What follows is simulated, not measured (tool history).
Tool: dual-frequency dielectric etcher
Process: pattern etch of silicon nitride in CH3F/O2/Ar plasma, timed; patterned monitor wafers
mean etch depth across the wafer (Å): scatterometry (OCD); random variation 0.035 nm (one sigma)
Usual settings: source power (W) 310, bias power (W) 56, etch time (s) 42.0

run	day	source power (W)	bias power (W)	etch time (s)	wafers since the last listed run	hours since the last wet clean	hours since the last source power generator calibration	hours since the last bias power generator calibration	hours since the last upper electrode change	hours since the gauge calibration	read-back reference wafer on the same gauge, depth_nm	mean etch depth across the wafer (Å)
1	0.000	330	56	42.0	0	296.0	2880.5	2254.3	2330.3	263.2	19.10	237.3
2	1.054	330	56	42.0	412	321.3	2905.8	2279.6	2355.6	288.5	19.10	237.2
3	1.933	280	56	51.5	344	342.4	2926.9	2300.7	2376.7	309.6	19.10	280.4
4	3.254	280	56	51.5	517	374.1	2958.6	2332.4	2408.4	341.3	19.10	279.9
5	4.688	280	56	51.5	561	408.5	2993.0	2366.8	2442.8	375.7	19.10	279.6
6	5.988	310	56	46.5	509	439.7	3024.2	2398.0	2474.0	406.9	19.09	259.3
7	6.817	310	56	46.5	324	459.6	3044.1	2417.9	2493.9	426.8	19.09	259.0
# day 7.029: source power generator calibrated
# day 7.958: gauge calibrated
# day 8.871: wet clean of the chamber
8	8.892	310	56	42.0	355	0.5	44.7	2467.7	2543.7	22.4	19.08	231.3
9	8.908	310	56	42.0	6	0.9	45.1	2468.1	2544.1	22.8	19.09	231.5
10	10.042	310	56	39.0	443	28.1	72.3	2495.3	2571.3	50.0	19.09	215.2
11	10.546	340	56	33.0	197	40.2	84.4	2507.4	2583.4	62.1	19.09	186.3
12	11.883	310	66	53.0	523	72.3	116.5	2539.5	2615.5	94.2	19.09	313.2
# day 13.271: upper electrode replaced
13	13.292	310	46	42.0	159	106.1	150.3	2573.3	0.5	128.0	19.09	214.6
# day 13.692: bias power generator calibrated
14	14.075	310	56	42.0	241	124.9	169.1	9.2	19.3	146.8	19.09	232.5
15	15.342	260	69	30.5	496	155.3	199.5	39.6	49.7	177.2	19.11	176.1
16	16.200	250	46	54.0	336	175.9	220.1	60.2	70.3	197.8	19.09	261.4
17	17.125	310	56	42.0	362	198.1	242.3	82.4	92.5	220.0	19.10	232.5
18	17.754	290	56	42.0	246	213.2	257.4	97.5	107.6	235.1	19.09	229.0
19	18.738	310	56	42.0	385	236.8	281.0	121.1	131.2	258.7	19.10	232.4
20	19.546	310	56	53.0	316	256.2	300.4	140.5	150.6	278.1	19.10	293.3

4 ways to go on from here, each from the tool as it stands after run 20. What would each give?
A	19.562	310	65	42.0	6	256.6	300.8	140.9	151.0	278.5	?	?
B	19.562	310	56	34.0	6	256.6	300.8	140.9	151.0	278.5	?	?
C	19.562	260	47	30.5	6	256.6	300.8	140.9	151.0	278.5	?	?
D	19.562	310	64	42.0	6	256.6	300.8	140.9	151.0	278.5	?	?

run	read-back reference wafer on the same gauge, depth_nm	mean etch depth across the wafer (Å)
A	19.10	247.5
B	19.10	188.4
C	19.10	150.6
D	19.10	245.9
Without the tool's hidden state the same runs would have given:
run	mean etch depth across the wafer (Å)
A	246.2
B	187.4
C	149.7
D	244.6
